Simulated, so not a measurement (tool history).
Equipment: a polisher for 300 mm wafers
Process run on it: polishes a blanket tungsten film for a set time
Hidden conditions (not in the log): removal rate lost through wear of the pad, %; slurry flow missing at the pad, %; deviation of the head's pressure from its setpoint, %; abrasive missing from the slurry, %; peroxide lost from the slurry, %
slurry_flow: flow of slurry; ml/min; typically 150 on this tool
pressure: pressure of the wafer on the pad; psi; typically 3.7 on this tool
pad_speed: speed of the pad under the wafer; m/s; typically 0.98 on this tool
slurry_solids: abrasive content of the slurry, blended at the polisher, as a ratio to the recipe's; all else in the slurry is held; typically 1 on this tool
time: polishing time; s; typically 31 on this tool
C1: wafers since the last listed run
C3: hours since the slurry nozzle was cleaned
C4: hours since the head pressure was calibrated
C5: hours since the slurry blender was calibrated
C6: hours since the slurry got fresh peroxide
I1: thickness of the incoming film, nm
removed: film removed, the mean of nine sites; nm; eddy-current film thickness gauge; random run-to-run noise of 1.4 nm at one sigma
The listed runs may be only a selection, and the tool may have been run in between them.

{"run": 1, "hour": 0.0, "slurry_flow": 150, "pressure": 3.7, "pad_speed": 0.98, "slurry_solids": 1, "time": 31, "C1": 0, "wafers polished on this pad": 179, "C3": 260.6, "C4": 285.4, "C5": 403.6, "C6": 61.5, "I1": 1127.9, "removed": 144.7}
{"run": 2, "hour": 21.0, "slurry_flow": 150, "pressure": 3.7, "pad_speed": 0.98, "slurry_solids": 0.9, "time": 31, "C1": 148, "wafers polished on this pad": 328, "C3": 281.6, "C4": 306.4, "C5": 424.6, "C6": 82.5, "I1": 1141.6, "removed": 142.9}
{"run": 3, "hour": 33.1, "slurry_flow": 150, "pressure": 3.7, "pad_speed": 0.98, "slurry_solids": 0.9, "time": 31, "C1": 85, "wafers polished on this pad": 413, "C3": 293.7, "C4": 318.5, "C5": 436.7, "C6": 94.6, "I1": 1144.1, "removed": 142.4}
{"hour": 40.3, "done": "slurry blender recalibrated"}
{"run": 4, "hour": 45.7, "slurry_flow": 150, "pressure": 3.7, "pad_speed": 0.98, "slurry_solids": 0.9, "time": 31, "C1": 75, "wafers polished on this pad": 489, "C3": 306.3, "C4": 331.1, "C5": 5.4, "C6": 107.2, "I1": 1120.4, "removed": 139.6}
{"run": 5, "hour": 80.9, "slurry_flow": 150, "pressure": 3.7, "pad_speed": 0.98, "slurry_solids": 1, "time": 31, "C1": 249, "wafers polished on this pad": 738, "C3": 341.5, "C4": 366.3, "C5": 40.6, "C6": 142.4, "I1": 1129.7, "removed": 142.5}
{"hour": 104.2, "done": "slurry tank refilled with fresh slurry and peroxide"}
{"run": 6, "hour": 105.5, "slurry_flow": 150, "pressure": 3.7, "pad_speed": 0.98, "slurry_solids": 1, "time": 31, "C1": 167, "wafers polished on this pad": 905, "C3": 366.1, "C4": 390.9, "C5": 65.2, "C6": 1.3, "I1": 1115.9, "removed": 142.1}
{"run": 7, "hour": 125.4, "slurry_flow": 150, "pressure": 3.7, "pad_speed": 0.98, "slurry_solids": 1, "time": 31, "C1": 140, "wafers polished on this pad": 1046, "C3": 386, "C4": 410.8, "C5": 85.1, "C6": 21.2, "I1": 1126.5, "removed": 141}
{"hour": 140.1, "done": "worn pad replaced by a new one"}
{"run": 8, "hour": 160.4, "slurry_flow": 150, "pressure": 3.7, "pad_speed": 0.98, "slurry_solids": 1, "time": 31, "C1": 219, "wafers polished on this pad": 143, "C3": 421, "C4": 445.8, "C5": 120.1, "C6": 56.2, "I1": 1133, "removed": 154.1}
{"run": 9, "hour": 173.5, "slurry_flow": 150, "pressure": 3.7, "pad_speed": 0.98, "slurry_solids": 1, "time": 31, "C1": 92, "wafers polished on this pad": 236, "C3": 434.1, "C4": 458.9, "C5": 133.2, "C6": 69.3, "I1": 1128.5, "removed": 153.5}
{"run": 10, "hour": 197.3, "slurry_flow": 150, "pressure": 3.7, "pad_speed": 0.98, "slurry_solids": 1, "time": 31, "C1": 168, "wafers polished on this pad": 405, "C3": 457.9, "C4": 482.7, "C5": 157, "C6": 93.1, "I1": 1119.6, "removed": 153.4}
{"run": 11, "hour": 220.4, "slurry_flow": 180, "pressure": 3.1, "pad_speed": 0.74, "slurry_solids": 1, "time": 37, "C1": 163, "wafers polished on this pad": 568, "C3": 481, "C4": 505.8, "C5": 180.1, "C6": 116.2, "I1": 1117.9, "removed": 118.2}
{"run": 12, "hour": 244.6, "slurry_flow": 150, "pressure": 3.7, "pad_speed": 0.98, "slurry_solids": 1, "time": 31, "C1": 171, "wafers polished on this pad": 739, "C3": 505.2, "C4": 530, "C5": 204.3, "C6": 140.4, "I1": 1133.2, "removed": 149.1}
{"run": 13, "hour": 260.3, "slurry_flow": 150, "pressure": 3.7, "pad_speed": 0.98, "slurry_solids": 1, "time": 31, "C1": 111, "wafers polished on this pad": 851, "C3": 520.9, "C4": 545.7, "C5": 220, "C6": 156.1, "I1": 1147.5, "removed": 151.4}
{"hour": 273.6, "done": "head pressure recalibrated"}
{"hour": 275.5, "done": "slurry tank refilled with fresh slurry and peroxide"}
{"run": 14, "hour": 287.7, "slurry_flow": 150, "pressure": 3.7, "pad_speed": 0.98, "slurry_solids": 1, "time": 31, "C1": 172, "wafers polished on this pad": 1023, "C3": 548.3, "C4": 14.1, "C5": 247.4, "C6": 12.2, "I1": 1125.5, "removed": 132.8}
{"run": 15, "hour": 310.4, "slurry_flow": 150, "pressure": 3.7, "pad_speed": 1.1, "slurry_solids": 0.75, "time": 31, "C1": 160, "wafers polished on this pad": 1184, "C3": 571, "C4": 36.8, "C5": 270.1, "C6": 34.9, "I1": 1132, "removed": 134.5}
{"hour": 316.2, "done": "worn pad replaced by a new one"}
{"run": 16, "hour": 339.4, "slurry_flow": 150, "pressure": 3.7, "pad_speed": 0.98, "slurry_solids": 1, "time": 31, "C1": 176, "wafers polished on this pad": 164, "C3": 600, "C4": 65.8, "C5": 299.1, "C6": 63.9, "I1": 1135.1, "removed": 141.7}
{"run": 17, "hour": 375.0, "slurry_flow": 150, "pressure": 3.7, "pad_speed": 0.98, "slurry_solids": 1.15, "time": 31, "C1": 252, "wafers polished on this pad": 416, "C3": 635.6, "C4": 101.4, "C5": 334.7, "C6": 99.5, "I1": 1132.4, "removed": 144.7}
{"run": 18, "hour": 401.7, "slurry_flow": 150, "pressure": 3.7, "pad_speed": 1.28, "slurry_solids": 0.7, "time": 31, "C1": 189, "wafers polished on this pad": 605, "C3": 662.3, "C4": 128.1, "C5": 361.4, "C6": 126.2, "I1": 1131.9, "removed": 165.4}
{"hour": 412.7, "done": "slurry nozzle cleaned"}
{"run": 19, "hour": 433.4, "slurry_flow": 120, "pressure": 5, "pad_speed": 0.98, "slurry_solids": 0.9, "time": 21, "C1": 217, "wafers polished on this pad": 822, "C3": 20.7, "C4": 159.8, "C5": 393.1, "C6": 157.9, "I1": 1127.1, "removed": 114.2}
{"hour": 453.5, "done": "slurry blender recalibrated"}
{"hour": 471.7, "done": "worn pad replaced by a new one"}
{"hour": 479.7, "done": "slurry tank refilled with fresh slurry and peroxide"}
{"run": 20, "hour": 524.4, "slurry_flow": 100, "pressure": 3.7, "pad_speed": 0.98, "slurry_solids": 1.25, "time": 31, "C1": 594, "wafers polished on this pad": 365, "C3": 111.7, "C4": 250.8, "C5": 70.9, "C6": 44.7, "I1": 1146.1, "removed": 142.5}
{"run": 21, "hour": 556.1, "slurry_flow": 150, "pressure": 3.7, "pad_speed": 0.98, "slurry_solids": 0.85, "time": 31, "C1": 224, "wafers polished on this pad": 590, "C3": 143.4, "C4": 282.5, "C5": 102.6, "C6": 76.4, "I1": 1147.5, "removed": 137.5}
{"run": 22, "hour": 577.3, "slurry_flow": 150, "pressure": 3.7, "pad_speed": 0.98, "slurry_solids": 1, "time": 31, "C1": 150, "wafers polished on this pad": 740, "C3": 164.6, "C4": 303.7, "C5": 123.8, "C6": 97.6, "I1": 1126.6, "removed": 141.2}
{"run": 23, "hour": 608.2, "slurry_flow": 150, "pressure": 3.7, "pad_speed": 1.3, "slurry_solids": 1, "time": 35, "C1": 218, "wafers polished on this pad": 959, "C3": 195.5, "C4": 334.6, "C5": 154.7, "C6": 128.5, "I1": 1144.2, "removed": 209.5}
{"hour": 618.8, "done": "worn pad replaced by a new one"}
{"run": 24, "hour": 643.2, "slurry_flow": 150, "pressure": 3.7, "pad_speed": 0.86, "slurry_solids": 1, "time": 25, "C1": 219, "wafers polished on this pad": 173, "C3": 230.5, "C4": 369.6, "C5": 189.7, "C6": 163.5, "I1": 1148.4, "removed": 107.4}
{"run": 25, "hour": 660.4, "slurry_flow": 170, "pressure": 4.4, "pad_speed": 0.66, "slurry_solids": 1, "time": 38, "C1": 121, "wafers polished on this pad": 294, "C3": 247.7, "C4": 386.8, "C5": 206.9, "C6": 180.7, "I1": 1128.3, "removed": 150.5}
{"hour": 669.8, "done": "slurry tank refilled with fresh slurry and peroxide"}
{"run": 26, "hour": 675.6, "slurry_flow": 150, "pressure": 3.7, "pad_speed": 1.28, "slurry_solids": 0.9, "time": 31, "C1": 100, "wafers polished on this pad": 395, "C3": 262.9, "C4": 402, "C5": 222.1, "C6": 5.8, "I1": 1126.9, "removed": 188.6}

What if the next run were any one of these 4? Each begins from the tool's condition after run 26:
{"run": "A", "hour": 676.0, "slurry_flow": 150, "pressure": 3.7, "pad_speed": 0.98, "slurry_solids": 1, "time": 31, "C1": 2, "wafers polished on this pad": 398, "C3": 263.3, "C4": 402.4, "C5": 222.5, "C6": 6.2, "I1": 1126.2, "removed": "?"}
{"run": "B", "hour": 676.0, "slurry_flow": 150, "pressure": 4.1, "pad_speed": 0.98, "slurry_solids": 1.15, "time": 35, "C1": 2, "wafers polished on this pad": 398, "C3": 263.3, "C4": 402.4, "C5": 222.5, "C6": 6.2, "I1": 1126.2, "removed": "?"}
{"run": "C", "hour": 676.0, "slurry_flow": 150, "pressure": 3.7, "pad_speed": 0.98, "slurry_solids": 1, "time": 27, "C1": 2, "wafers polished on this pad": 398, "C3": 263.3, "C4": 402.4, "C5": 222.5, "C6": 6.2, "I1": 1126.2, "removed": "?"}
{"run": "D", "hour": 676.0, "slurry_flow": 110, "pressure": 3.7, "pad_speed": 0.98, "slurry_solids": 1, "time": 31, "C1": 2, "wafers polished on this pad": 398, "C3": 263.3, "C4": 402.4, "C5": 222.5, "C6": 6.2, "I1": 1126.2, "removed": "?"}

run=A removed=151.5
run=B removed=196.6
run=C removed=132
run=D removed=142.9
Had the tool no hidden state, the same runs would have come out as:
run=A removed=142.1
run=B removed=184.3
run=C removed=123.8
run=D removed=134
